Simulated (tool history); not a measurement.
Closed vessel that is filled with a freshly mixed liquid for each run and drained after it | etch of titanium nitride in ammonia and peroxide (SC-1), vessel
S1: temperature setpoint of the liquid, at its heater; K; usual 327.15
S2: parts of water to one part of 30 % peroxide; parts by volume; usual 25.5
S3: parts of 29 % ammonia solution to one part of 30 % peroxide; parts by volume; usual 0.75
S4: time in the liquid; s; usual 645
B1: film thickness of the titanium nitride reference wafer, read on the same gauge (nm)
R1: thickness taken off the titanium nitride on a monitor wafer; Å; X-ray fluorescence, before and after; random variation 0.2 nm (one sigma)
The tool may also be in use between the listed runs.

| run | hour | S1 | S2 | S3 | S4 | B1 | R1 |
|---|---|---|---|---|---|---|---|
| 1 | 0.0 | 327.15 | 25.5 | 0.75 | 645 | 80.06 | 238.7 |
| 2 | 74.4 | 327.15 | 25.5 | 0.75 | 645 | 79.99 | 238.9 |
|  | 139.1 | new drum of ammonia solution connected |
| 3 | 178.3 | 327.15 | 25.5 | 0.75 | 645 | 79.98 | 242.4 |
| 4 | 281.9 | 327.15 | 25.5 | 0.75 | 645 | 80.01 | 242.5 |
| 5 | 382.1 | 327.15 | 25.5 | 0.75 | 645 | 80.04 | 242.8 |
| 6 | 432.7 | 327.15 | 21.0 | 0.60 | 645 | 80.00 | 263.2 |
| 7 | 522.5 | 327.15 | 21.0 | 0.60 | 645 | 80.01 | 257.2 |
|  | 524.2 | new drum of ammonia solution connected |
| 8 | 621.7 | 327.15 | 21.0 | 0.75 | 645 | 79.97 | 271.9 |
| 9 | 672.6 | 327.15 | 21.0 | 0.75 | 645 | 79.99 | 270.2 |
| 10 | 762.6 | 327.15 | 21.0 | 0.75 | 645 | 80.00 | 277.5 |
| 11 | 810.6 | 327.15 | 25.5 | 0.75 | 645 | 79.97 | 245.3 |
|  | 851.3 | gauge calibrated |
| 12 | 891.6 | 327.15 | 25.5 | 0.75 | 400 | 80.00 | 157.5 |
|  | 916.9 | new drum of ammonia solution connected |
| 13 | 935.8 | 321.65 | 25.5 | 0.75 | 645 | 79.94 | 173.2 |
| 14 | 974.8 | 327.15 | 25.5 | 0.75 | 330 | 80.01 | 129.0 |
| 15 | 1024.8 | 327.15 | 21.0 | 0.75 | 645 | 80.05 | 276.5 |
| 16 | 1065.0 | 327.15 | 33.5 | 0.65 | 385 | 80.00 | 125.5 |
| 17 | 1145.0 | 333.65 | 34.5 | 0.75 | 370 | 80.00 | 185.9 |
|  | 1170.0 | ammonia flow meter replaced |
|  | 1224.5 | new drum of ammonia solution connected |
|  | 1234.1 | thermometer replaced |
| 18 | 1437.7 | 322.15 | 25.5 | 0.75 | 645 | 80.02 | 159.8 |
| 19 | 1531.2 | 327.15 | 21.5 | 0.45 | 435 | 79.97 | 152.1 |
|  | 1534.0 | new drum of ammonia solution connected |
| 20 | 1574.2 | 320.65 | 16.0 | 1.00 | 440 | 79.98 | 134.0 |
| 21 | 1610.9 | 317.65 | 25.5 | 0.75 | 645 | 79.98 | 116.5 |
| 22 | 1692.3 | 323.15 | 25.5 | 0.75 | 645 | 79.96 | 176.6 |
| 23 | 1735.0 | 327.15 | 25.5 | 0.75 | 645 | 80.02 | 227.3 |

5 ways to go on from here, each from the tool as it stands after run 23. What would each give?
| A | 1735.8 | 327.15 | 25.5 | 0.75 | 645 | ? | ? |
| B | 1735.8 | 327.15 | 25.5 | 0.95 | 390 | ? | ? |
| C | 1735.8 | 327.15 | 25.5 | 1.05 | 645 | ? | ? |
| D | 1735.8 | 319.65 | 15.0 | 1.00 | 525 | ? | ? |
| E | 1735.8 | 327.15 | 15.5 | 0.75 | 645 | ? | ? |

| run | B1 | R1 |
|---|---|---|
| A | 80.03 | 229.7 |
| B | 80.03 | 145.0 |
| C | 80.03 | 244.1 |
| D | 80.03 | 156.5 |
| E | 80.03 | 302.2 |
Without the tool's hidden state the same runs would have given:
| run | R1 |
|---|---|
| A | 215.7 |
| B | 136.1 |
| C | 229.2 |
| D | 146.5 |
| E | 283.8 |
